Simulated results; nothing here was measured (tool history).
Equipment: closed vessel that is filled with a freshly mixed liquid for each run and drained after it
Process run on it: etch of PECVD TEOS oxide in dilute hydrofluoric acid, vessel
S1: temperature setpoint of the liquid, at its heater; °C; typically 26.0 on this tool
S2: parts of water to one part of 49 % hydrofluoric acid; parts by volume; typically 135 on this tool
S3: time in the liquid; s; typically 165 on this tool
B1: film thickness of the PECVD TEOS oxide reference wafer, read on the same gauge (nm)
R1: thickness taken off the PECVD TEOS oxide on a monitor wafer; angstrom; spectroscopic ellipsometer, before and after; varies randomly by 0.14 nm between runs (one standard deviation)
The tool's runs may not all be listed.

run	hour	S1	S2	S3	B1	R1
1	0.0	26.0	135	165	49.99	223.1
2	15.2	26.0	135	165	49.97	222.5
3	29.9	26.0	100	165	50.00	315.4
# hour 33.4: gauge calibrated
4	44.3	26.0	100	165	49.96	315.5
5	53.1	26.0	135	165	50.00	222.3
6	63.8	26.0	135	165	50.01	220.6
7	70.7	26.0	135	165	50.00	219.4
8	79.0	26.0	135	165	50.02	218.9
9	94.8	26.0	135	165	49.97	219.9
10	108.0	26.0	135	165	49.97	219.1
11	117.7	26.0	135	165	49.98	220.9
12	155.0	26.0	135	165	50.01	214.5
13	162.0	26.0	135	165	50.02	216.7
14	173.6	24.0	160	165	49.99	164.6
15	186.1	26.0	190	255	49.98	223.2
16	200.8	24.0	100	165	49.99	281.7
# hour 219.3: thermometer replaced
17	239.9	26.0	135	165	49.99	224.7
# hour 251.9: hydrofluoric acid flow meter replaced
18	253.1	26.0	135	165	50.01	260.2
19	261.1	23.5	135	165	49.98	239.7
# hour 269.7: gauge calibrated
20	274.7	26.0	135	165	49.99	259.8
21	285.0	30.5	100	125	50.00	330.4
22	296.3	29.5	105	110	49.98	265.1
23	307.2	26.0	75	100	50.01	307.4
24	319.5	23.5	175	75	50.02	79.2
25	334.5	26.0	160	65	50.00	83.4
26	348.9	27.5	85	110	50.02	309.9
27	360.1	21.0	105	130	49.99	222.6

Give the tool's hidden conditions for every run:
gauge reads high (%): 0 across all the runs
H1: liquid colder than its thermometer reads (K)
H2: hydrofluoric acid flow below the setpoint (%)
run	H1	H2
1	1.36	12.6
2	1.38	12.7
3	1.41	12.8
4	1.44	12.9
5	1.45	12.9
6	1.47	13
7	1.49	13
8	1.5	13.1
9	1.53	13.1
10	1.55	13.2
11	1.57	13.3
12	1.64	13.5
13	1.65	13.5
14	1.68	13.6
15	1.7	13.7
16	1.73	13.8
17	0.339	14
18	0.363	2.76
19	0.378	2.81
20	0.403	2.89
21	0.422	2.95
22	0.443	3.01
23	0.463	3.08
24	0.486	3.15
25	0.513	3.24
26	0.54	3.32
27	0.561	3.39

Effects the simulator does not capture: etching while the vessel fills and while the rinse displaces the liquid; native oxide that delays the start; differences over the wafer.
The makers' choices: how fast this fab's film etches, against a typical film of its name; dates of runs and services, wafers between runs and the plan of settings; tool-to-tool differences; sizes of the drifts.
